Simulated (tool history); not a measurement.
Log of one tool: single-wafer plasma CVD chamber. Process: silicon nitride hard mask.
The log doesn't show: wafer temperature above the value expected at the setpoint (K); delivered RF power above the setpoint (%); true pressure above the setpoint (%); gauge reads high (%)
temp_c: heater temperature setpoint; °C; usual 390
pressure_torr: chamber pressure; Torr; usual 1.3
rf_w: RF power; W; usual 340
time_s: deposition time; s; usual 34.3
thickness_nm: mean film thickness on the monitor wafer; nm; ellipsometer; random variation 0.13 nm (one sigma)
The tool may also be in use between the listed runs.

| run | day | temp_c | pressure_torr | rf_w | time_s | wafers since the last listed run | hours since the last thermocouple change | hours since the last RF generator calibration | hours since the last manometer calibration | hours since the showerhead was replaced | hours since the gauge calibration | read-back reference wafer on the same gauge, thickness_nm | thickness_nm |
|---|---|---|---|---|---|---|---|---|---|---|---|---|---|
| 1 | 0 | 390 | 1.3 | 340 | 34.3 | 0 | 180 | 153.1 | 227.2 | 2979.1 | 3104.8 | 39.591 | 37.756 |
| 2 | 3.488 | 390 | 1.3 | 300 | 34.3 | 2067 | 263.7 | 236.8 | 310.9 | 3062.8 | 3188.5 | 39.617 | 33.468 |
| 3 | 12.296 | 390 | 1.3 | 300 | 34.3 | 5222 | 475.1 | 448.2 | 522.3 | 3274.2 | 3399.9 | 39.612 | 33.59 |
| 4 | 14.567 | 390 | 1.3 | 390 | 34.3 | 1346 | 529.6 | 502.7 | 576.8 | 3328.7 | 3454.4 | 39.598 | 42.854 |
| 5 | 18.175 | 390 | 1.3 | 340 | 34.3 | 2139 | 616.2 | 589.3 | 663.4 | 3415.3 | 3541 | 39.576 | 37.754 |
| 6 | 21.058 | 390 | 1.08 | 390 | 34.3 | 1709 | 685.4 | 658.5 | 732.6 | 3484.5 | 3610.2 | 39.573 | 40.03 |
| 7 | 24.329 | 398 | 1.06 | 340 | 34.3 | 1939 | 763.9 | 737 | 811.1 | 3563 | 3688.7 | 39.584 | 35.323 |
| 8 | 30.096 | 395 | 1.49 | 390 | 32.2 | 3419 | 902.3 | 875.4 | 949.5 | 3701.4 | 3827.1 | 39.61 | 42.235 |
| 9 | 31.617 | 390 | 1.3 | 340 | 34.3 | 901 | 938.8 | 911.9 | 986 | 3737.9 | 3863.6 | 39.596 | 38.2 |
|  | 32.788 | gauge calibrated |
| 10 | 35.471 | 400 | 1.3 | 340 | 38.9 | 2285 | 1031.3 | 1004.4 | 1078.5 | 3830.4 | 64.4 | 39.602 | 43.125 |
|  | 38.862 | thermocouple changed; heater temperature recalibrated |
| 11 | 38.883 | 390 | 1.3 | 340 | 34.3 | 1825 | 0.5 | 1086.3 | 1160.4 | 3912.3 | 146.3 | 39.597 | 38.302 |
| 12 | 43.054 | 400 | 1.48 | 385 | 32.2 | 2473 | 100.6 | 1186.4 | 1260.5 | 4012.4 | 246.4 | 39.602 | 42.012 |
| 13 | 46.642 | 390 | 1.3 | 340 | 34.3 | 2127 | 186.7 | 1272.5 | 1346.6 | 4098.5 | 332.5 | 39.606 | 38.405 |
|  | 47.833 | capacitance manometer re-zeroed and calibrated |
| 14 | 49.842 | 383 | 1.3 | 340 | 37.2 | 1699 | 263.5 | 1349.3 | 48.2 | 4175.3 | 409.3 | 39.598 | 41.115 |
|  | 50.654 | showerhead replaced |
| 15 | 53.704 | 402 | 1 | 340 | 38.6 | 2092 | 356.2 | 1442 | 140.9 | 73.2 | 502 | 39.612 | 38.109 |
|  | 54.267 | RF generator calibrated |
| 16 | 58.096 | 390 | 1.3 | 340 | 40.9 | 2406 | 461.6 | 91.9 | 246.3 | 178.6 | 607.4 | 39.621 | 45.232 |
| 17 | 59.929 | 397 | 1.3 | 360 | 34.3 | 1087 | 505.6 | 135.9 | 290.3 | 222.6 | 651.4 | 39.588 | 39.875 |
| 18 | 68.2 | 390 | 1.3 | 340 | 34.3 | 4904 | 704.1 | 334.4 | 488.8 | 421.1 | 849.9 | 39.603 | 37.978 |
| 19 | 69.85 | 379 | 1.6 | 340 | 31.2 | 978 | 743.7 | 374 | 528.4 | 460.7 | 889.5 | 39.595 | 37.161 |
| 20 | 73.204 | 390 | 1.3 | 340 | 34.3 | 1988 | 824.2 | 454.5 | 608.9 | 541.2 | 970 | 39.62 | 37.978 |
| 21 | 76.092 | 390 | 1.3 | 340 | 34.3 | 1712 | 893.5 | 523.8 | 678.2 | 610.5 | 1039.3 | 39.587 | 38.17 |
| 22 | 86.771 | 403 | 1.06 | 340 | 34.3 | 6332 | 1149.8 | 780.1 | 934.5 | 866.8 | 1295.6 | 39.583 | 35.062 |
| 23 | 88.692 | 378 | 1.3 | 285 | 34.3 | 1138 | 1195.9 | 826.2 | 980.6 | 912.9 | 1341.7 | 39.608 | 32.099 |
|  | 89.571 | thermocouple changed; heater temperature recalibrated |
| 24 | 91.958 | 390 | 1.3 | 340 | 34.3 | 1739 | 57.3 | 904.6 | 1059 | 991.3 | 1420.1 | 39.59 | 37.925 |
| 25 | 96.288 | 382 | 1.3 | 405 | 30.6 | 2566 | 161.2 | 1008.5 | 1162.9 | 1095.2 | 1524 | 39.585 | 39.801 |
| 26 | 100.533 | 379 | 1.3 | 340 | 39.1 | 2517 | 263.1 | 1110.4 | 1264.8 | 1197.1 | 1625.9 | 39.612 | 43.797 |
| 27 | 103.179 | 390 | 1.59 | 340 | 34.3 | 1568 | 326.6 | 1173.9 | 1328.3 | 1260.6 | 1689.4 | 39.62 | 41.125 |
| 28 | 107.192 | 390 | 1.45 | 340 | 34.3 | 2379 | 422.9 | 1270.2 | 1424.6 | 1356.9 | 1785.7 | 39.629 | 39.862 |
|  | 107.675 | RF generator calibrated |
| 29 | 111.288 | 390 | 1.3 | 340 | 34.3 | 2230 | 521.2 | 86.7 | 1522.9 | 1455.2 | 1884 | 39.605 | 38.469 |

What the log doesn't show, run by run:
wafer temperature above the value expected at the setpoint (K): 0 in every run
delivered RF power above the setpoint (%): 0 in every run
gauge reads high (%): 0 in every run
H1: true pressure above the setpoint (%)
| run | H1 |
|---|---|
| 1 | 1.2 |
| 2 | 1.59 |
| 3 | 2.57 |
| 4 | 2.83 |
| 5 | 3.23 |
| 6 | 3.55 |
| 7 | 3.91 |
| 8 | 4.56 |
| 9 | 4.73 |
| 10 | 5.16 |
| 11 | 5.54 |
| 12 | 6 |
| 13 | 6.4 |
| 14 | -0.254 |
| 15 | 0.177 |
| 16 | 0.666 |
| 17 | 0.871 |
| 18 | 1.79 |
| 19 | 1.98 |
| 20 | 2.35 |
| 21 | 2.67 |
| 22 | 3.86 |
| 23 | 4.08 |
| 24 | 4.44 |
| 25 | 4.93 |
| 26 | 5.4 |
| 27 | 5.69 |
| 28 | 6.14 |
| 29 | 6.6 |

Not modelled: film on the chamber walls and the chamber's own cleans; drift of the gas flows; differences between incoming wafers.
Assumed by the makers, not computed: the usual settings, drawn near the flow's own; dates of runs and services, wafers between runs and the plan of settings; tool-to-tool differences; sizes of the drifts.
